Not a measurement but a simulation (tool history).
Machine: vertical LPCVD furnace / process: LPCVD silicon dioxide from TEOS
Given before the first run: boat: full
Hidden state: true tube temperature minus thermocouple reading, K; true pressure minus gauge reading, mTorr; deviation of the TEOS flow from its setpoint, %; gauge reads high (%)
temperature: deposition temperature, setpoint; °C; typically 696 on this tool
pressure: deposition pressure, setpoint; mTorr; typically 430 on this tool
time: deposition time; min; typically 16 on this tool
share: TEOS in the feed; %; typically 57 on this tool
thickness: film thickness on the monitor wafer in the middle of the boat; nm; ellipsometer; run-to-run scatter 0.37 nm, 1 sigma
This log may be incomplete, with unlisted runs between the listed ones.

| run | hour | temperature | pressure | time | share | wafers since the last listed run | hours since the last temperature calibration | hours since the pressure gauge was zeroed | hours since the TEOS flow controller was replaced | hours since the gauge calibration | read-back reference wafer on the same gauge, thickness | thickness |
|---|---|---|---|---|---|---|---|---|---|---|---|---|
| 1 | 0 | 696 | 430 | 16 | 50 | 0 | 2680.2 | 1387.1 | 2690.4 | 473.5 | 116.02 | 121.51 |
| 2 | 6.1 | 696 | 430 | 16 | 50 | 98 | 2686.3 | 1393.2 | 2696.5 | 479.6 | 116.02 | 122.21 |
| 3 | 38.2 | 696 | 430 | 16 | 50 | 518 | 2718.4 | 1425.3 | 2728.6 | 511.7 | 116.04 | 122.06 |
| 4 | 46.1 | 696 | 430 | 16 | 57 | 127 | 2726.3 | 1433.2 | 2736.5 | 519.6 | 116.01 | 129.9 |
|  | 75.8 | TEOS flow controller replaced |
| 5 | 76.3 | 696 | 405 | 16 | 57 | 100 | 2756.5 | 1463.4 | 0.5 | 549.8 | 115.99 | 126.39 |
| 6 | 87.1 | 702 | 430 | 14.5 | 57 | 174 | 2767.3 | 1474.2 | 11.3 | 560.6 | 116.03 | 135.92 |
| 7 | 97.7 | 702 | 430 | 14.5 | 57 | 171 | 2777.9 | 1484.8 | 21.9 | 571.2 | 115.95 | 135.43 |
| 8 | 111.9 | 696 | 365 | 16 | 57 | 229 | 2792.1 | 1499 | 36.1 | 585.4 | 116.01 | 119.39 |
| 9 | 119.1 | 696 | 365 | 16 | 57 | 116 | 2799.3 | 1506.2 | 43.3 | 592.6 | 116.03 | 119.48 |
| 10 | 127.9 | 696 | 365 | 16 | 57 | 142 | 2808.1 | 1515 | 52.1 | 601.4 | 115.98 | 120.31 |
|  | 132 | gauge calibrated |
|  | 156.4 | pressure gauge zeroed |
| 11 | 156.9 | 696 | 430 | 16 | 51 | 80 | 2837.1 | 0.5 | 81.1 | 24.9 | 116.01 | 123.14 |
| 12 | 160.1 | 696 | 400 | 13.5 | 57 | 51 | 2840.3 | 3.7 | 84.3 | 28.1 | 115.99 | 106.14 |
| 13 | 182.1 | 707 | 430 | 16 | 53 | 355 | 2862.3 | 25.7 | 106.3 | 50.1 | 115.99 | 161.14 |
| 14 | 197.6 | 696 | 430 | 13.5 | 61 | 250 | 2877.8 | 41.2 | 121.8 | 65.6 | 115.99 | 114.06 |
| 15 | 205.9 | 707 | 365 | 10.5 | 48 | 133 | 2886.1 | 49.5 | 130.1 | 73.9 | 116.05 | 93.54 |
| 16 | 223 | 707 | 430 | 20.5 | 57 | 276 | 2903.2 | 66.6 | 147.2 | 91 | 115.99 | 216.34 |
| 17 | 235.4 | 685 | 430 | 10.5 | 60 | 200 | 2915.6 | 79 | 159.6 | 103.4 | 116 | 67.59 |
| 18 | 241.5 | 696 | 430 | 16 | 57 | 98 | 2921.7 | 85.1 | 165.7 | 109.5 | 115.99 | 131.22 |
| 19 | 251.9 | 696 | 430 | 21.5 | 57 | 167 | 2932.1 | 95.5 | 176.1 | 119.9 | 116.03 | 176.96 |
| 20 | 261.8 | 696 | 430 | 13.5 | 57 | 159 | 2942 | 105.4 | 186 | 129.8 | 116 | 110.6 |
| 21 | 277.6 | 685 | 355 | 18.5 | 51 | 255 | 2957.8 | 121.2 | 201.8 | 145.6 | 116.08 | 100.83 |
|  | 304.5 | thermocouples replaced and temperature profile calibrated |
| 22 | 305 | 696 | 430 | 10 | 57 | 54 | 0.5 | 148.6 | 229.2 | 173 | 116.01 | 74.44 |
| 23 | 308.3 | 708 | 375 | 16 | 57 | 53 | 3.8 | 151.9 | 232.5 | 176.3 | 115.96 | 146.96 |
| 24 | 311.5 | 696 | 430 | 16 | 57 | 51 | 7 | 155.1 | 235.7 | 179.5 | 116.05 | 119.2 |
| 25 | 317.6 | 696 | 500 | 20.5 | 52 | 98 | 13.1 | 161.2 | 241.8 | 185.6 | 115.99 | 157.53 |
| 26 | 331.2 | 702 | 350 | 21 | 67 | 219 | 26.7 | 174.8 | 255.4 | 199.2 | 115.95 | 176.59 |
| 27 | 347.3 | 696 | 430 | 16 | 57 | 259 | 42.8 | 190.9 | 271.5 | 215.3 | 116 | 119.01 |
| 28 | 383.7 | 688 | 385 | 16 | 48 | 587 | 79.2 | 227.3 | 307.9 | 251.7 | 115.99 | 85.71 |
| 29 | 401.6 | 684 | 385 | 16 | 57 | 288 | 97.1 | 245.2 | 325.8 | 269.6 | 115.99 | 85.11 |
| 30 | 412.9 | 696 | 430 | 11 | 57 | 182 | 108.4 | 256.5 | 337.1 | 280.9 | 115.96 | 82.09 |

Hidden state or all else? Some run-to-run changes of thickness, split into what the settings, what came in and random variation would give without the hidden state, and what is left for the hidden state (with any gauge scatter that isn't in both results):
Run 15 -> 16: pressure 365 -> 430, time 10.5 -> 20.5, share 48 -> 57. thickness +122.8 nm: hidden state +10.75, all else +112.05.
Run 16 -> 17: temperature 707 -> 685, time 20.5 -> 10.5, share 57 -> 60. thickness -148.75 nm: hidden state -12.68, all else -136.07.
Run 21 -> 22: temperature 685 -> 696, pressure 355 -> 430, time 18.5 -> 10, share 51 -> 57, thermocouples replaced and temperature profile calibrated. thickness -26.39 nm: hidden state -9.14, all else -17.25.
Run 22 -> 23: temperature 696 -> 708, pressure 430 -> 375, time 10 -> 16. thickness +72.52 nm: hidden state +0.21, all else +72.31.
